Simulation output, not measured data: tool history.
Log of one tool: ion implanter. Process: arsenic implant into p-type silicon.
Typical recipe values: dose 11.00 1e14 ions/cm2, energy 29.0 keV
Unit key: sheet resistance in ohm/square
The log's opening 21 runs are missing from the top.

| run | hour | dose | energy | wafers since the last listed run | hours since the last dose calibration | hours since the extraction supply was calibrated | hours since the gauge calibration | read-back reference wafer on the same gauge, sheet resistance | sheet resistance |
|---|---|---|---|---|---|---|---|---|---|
| 22 | 352.2 | 13.81 | 29.0 | 148 | 202.7 | 3976.9 | 128.7 | 125.02 | 103.52 |
| 23 | 360.9 | 11.00 | 29.0 | 120 | 211.4 | 3985.6 | 137.4 | 124.98 | 117.04 |
|  | 373.3 | extraction supply calibrated |
| 24 | 373.8 | 8.11 | 24.0 | 67 | 224.3 | 0.5 | 150.3 | 125.02 | 147.24 |
| 25 | 383.8 | 9.61 | 21.5 | 137 | 234.3 | 10.5 | 160.3 | 124.96 | 133.94 |
| 26 | 397.4 | 11.00 | 29.0 | 187 | 247.9 | 24.1 | 173.9 | 125.00 | 116.04 |
| 27 | 410.3 | 12.73 | 33.5 | 177 | 260.8 | 37.0 | 186.8 | 125.03 | 103.48 |
| 28 | 416.5 | 11.00 | 37.0 | 85 | 267.0 | 43.2 | 193.0 | 124.98 | 110.29 |
| 29 | 431.6 | 13.66 | 36.5 | 208 | 282.1 | 58.3 | 208.1 | 125.06 | 98.01 |
| 30 | 437.7 | 8.90 | 33.0 | 84 | 288.2 | 64.4 | 214.2 | 124.97 | 129.19 |
| 31 | 445.7 | 11.00 | 29.0 | 110 | 296.2 | 72.4 | 222.2 | 125.12 | 116.00 |
| 32 | 455.1 | 11.00 | 29.0 | 129 | 305.6 | 81.8 | 231.6 | 125.01 | 116.30 |
| 33 | 471.6 | 12.54 | 29.0 | 227 | 322.1 | 98.3 | 248.1 | 125.00 | 108.03 |
| 34 | 484.2 | 8.76 | 29.0 | 173 | 334.7 | 110.9 | 260.7 | 125.03 | 133.86 |

Predict each of these 4 candidate next runs independently; none follows another, all start after run 34:
| A | 484.6 | 11.00 | 33.5 | 5 | 335.1 | 111.3 | 261.1 | ? | ? |
| B | 484.6 | 7.73 | 35.0 | 5 | 335.1 | 111.3 | 261.1 | ? | ? |
| C | 484.6 | 10.11 | 20.0 | 5 | 335.1 | 111.3 | 261.1 | ? | ? |
| D | 484.6 | 8.82 | 34.5 | 5 | 335.1 | 111.3 | 261.1 | ? | ? |

| run | read-back reference wafer on the same gauge, sheet resistance | sheet resistance |
|---|---|---|
| A | 125.04 | 112.40 |
| B | 125.04 | 141.23 |
| C | 125.04 | 131.75 |
| D | 125.04 | 128.91 |
With no hidden state in the tool, these same runs would have given:
| run | sheet resistance |
|---|---|
| A | 112.81 |
| B | 141.87 |
| C | 132.21 |
| D | 129.45 |
